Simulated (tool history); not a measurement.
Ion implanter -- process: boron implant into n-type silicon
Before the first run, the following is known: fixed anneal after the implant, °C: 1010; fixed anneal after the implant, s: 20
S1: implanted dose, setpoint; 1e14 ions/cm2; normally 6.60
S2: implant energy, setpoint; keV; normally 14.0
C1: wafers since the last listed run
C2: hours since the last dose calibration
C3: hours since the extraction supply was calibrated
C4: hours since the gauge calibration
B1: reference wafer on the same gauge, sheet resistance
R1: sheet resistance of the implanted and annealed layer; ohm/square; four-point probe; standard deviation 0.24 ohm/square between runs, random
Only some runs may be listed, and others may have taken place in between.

run 1 day=0.000 | S1=6.60 S2=14.0 | C1=0 C2=383.7 C3=4194.9 C4=176.8 | B1=175.95 | R1=159.90
run 2 day=2.288 | S1=6.60 S2=14.0 | C1=991 C2=438.6 C3=4249.8 C4=231.7 | B1=175.98 | R1=159.43
run 3 day=3.996 | S1=6.60 S2=14.0 | C1=740 C2=479.6 C3=4290.8 C4=272.7 | B1=175.98 | R1=159.79
run 4 day=5.862 | S1=6.60 S2=14.0 | C1=809 C2=524.4 C3=4335.6 C4=317.5 | B1=176.05 | R1=159.28
run 5 day=7.625 | S1=6.60 S2=14.0 | C1=764 C2=566.7 C3=4377.9 C4=359.8 | B1=175.96 | R1=159.07
run 6 day=10.321 | S1=6.60 S2=14.0 | C1=1168 C2=631.4 C3=4442.6 C4=424.5 | B1=175.95 | R1=159.48
run 7 day=11.700 | S1=6.60 S2=14.0 | C1=597 C2=664.5 C3=4475.7 C4=457.6 | B1=175.95 | R1=159.53
run 8 day=13.612 | S1=7.57 S2=14.0 | C1=829 C2=710.4 C3=4521.6 C4=503.5 | B1=176.04 | R1=141.85
run 9 day=19.296 | S1=6.60 S2=14.0 | C1=2463 C2=846.8 C3=4658.0 C4=639.9 | B1=175.99 | R1=158.84
run 10 day=20.912 | S1=6.60 S2=14.0 | C1=700 C2=885.6 C3=4696.8 C4=678.7 | B1=176.01 | R1=158.95
-- day=23.988 Faraday cup replaced and dose calibrated
run 11 day=24.008 | S1=6.60 S2=14.0 | C1=1197 C2=0.5 C3=4771.1 C4=753.0 | B1=176.00 | R1=159.73
run 12 day=25.042 | S1=8.45 S2=9.0 | C1=447 C2=25.3 C3=4795.9 C4=777.8 | B1=175.98 | R1=137.99
run 13 day=26.496 | S1=6.60 S2=14.0 | C1=630 C2=60.2 C3=4830.8 C4=812.7 | B1=176.05 | R1=159.73
run 14 day=28.162 | S1=8.35 S2=10.0 | C1=722 C2=100.2 C3=4870.8 C4=852.7 | B1=175.98 | R1=136.70
run 15 day=30.888 | S1=6.60 S2=14.0 | C1=1181 C2=165.6 C3=4936.2 C4=918.1 | B1=175.95 | R1=159.38
run 16 day=32.308 | S1=6.60 S2=16.0 | C1=615 C2=199.7 C3=4970.3 C4=952.2 | B1=176.00 | R1=157.78
-- day=33.333 gauge calibrated
run 17 day=34.504 | S1=5.75 S2=12.0 | C1=951 C2=252.4 C3=5023.0 C4=28.1 | B1=175.95 | R1=181.92
run 18 day=36.417 | S1=8.24 S2=16.5 | C1=829 C2=298.3 C3=5068.9 C4=74.0 | B1=175.96 | R1=130.29
-- day=38.246 extraction supply calibrated
run 19 day=38.471 | S1=6.60 S2=14.0 | C1=745 C2=347.6 C3=5.4 C4=123.3 | B1=176.03 | R1=159.76
run 20 day=41.271 | S1=6.60 S2=9.5 | C1=1213 C2=414.8 C3=72.6 C4=190.5 | B1=175.96 | R1=165.00
run 21 day=44.021 | S1=6.60 S2=14.0 | C1=1192 C2=480.8 C3=138.6 C4=256.5 | B1=176.08 | R1=159.40
run 22 day=45.246 | S1=5.75 S2=9.5 | C1=531 C2=510.2 C3=168.0 C4=285.9 | B1=175.96 | R1=184.78
run 23 day=48.112 | S1=6.60 S2=17.5 | C1=1242 C2=579.0 C3=236.8 C4=354.7 | B1=175.96 | R1=156.24

Consider 5 possible next runs. They are alternatives, not a sequence: every one starts from the tool as it was left by run 23. What does each give?
run A day=48.129 | S1=6.60 S2=14.0 | C1=7 C2=579.4 C3=237.2 C4=355.1 | B1=? | R1=?
run B day=48.129 | S1=8.06 S2=12.5 | C1=7 C2=579.4 C3=237.2 C4=355.1 | B1=? | R1=?
run C day=48.129 | S1=7.94 S2=18.0 | C1=7 C2=579.4 C3=237.2 C4=355.1 | B1=? | R1=?
run D day=48.129 | S1=6.03 S2=14.0 | C1=7 C2=579.4 C3=237.2 C4=355.1 | B1=? | R1=?
run E day=48.129 | S1=8.17 S2=10.5 | C1=7 C2=579.4 C3=237.2 C4=355.1 | B1=? | R1=?

run=A B1=176.01 R1=159.18
run=B B1=176.01 R1=136.18
run=C B1=176.01 R1=132.80
run=D B1=176.01 R1=171.87
run=E B1=176.01 R1=137.81
Without the tool's hidden state the same runs would have given:
run=A R1=159.92
run=B R1=136.79
run=C R1=133.43
run=D R1=172.67
run=E R1=138.39

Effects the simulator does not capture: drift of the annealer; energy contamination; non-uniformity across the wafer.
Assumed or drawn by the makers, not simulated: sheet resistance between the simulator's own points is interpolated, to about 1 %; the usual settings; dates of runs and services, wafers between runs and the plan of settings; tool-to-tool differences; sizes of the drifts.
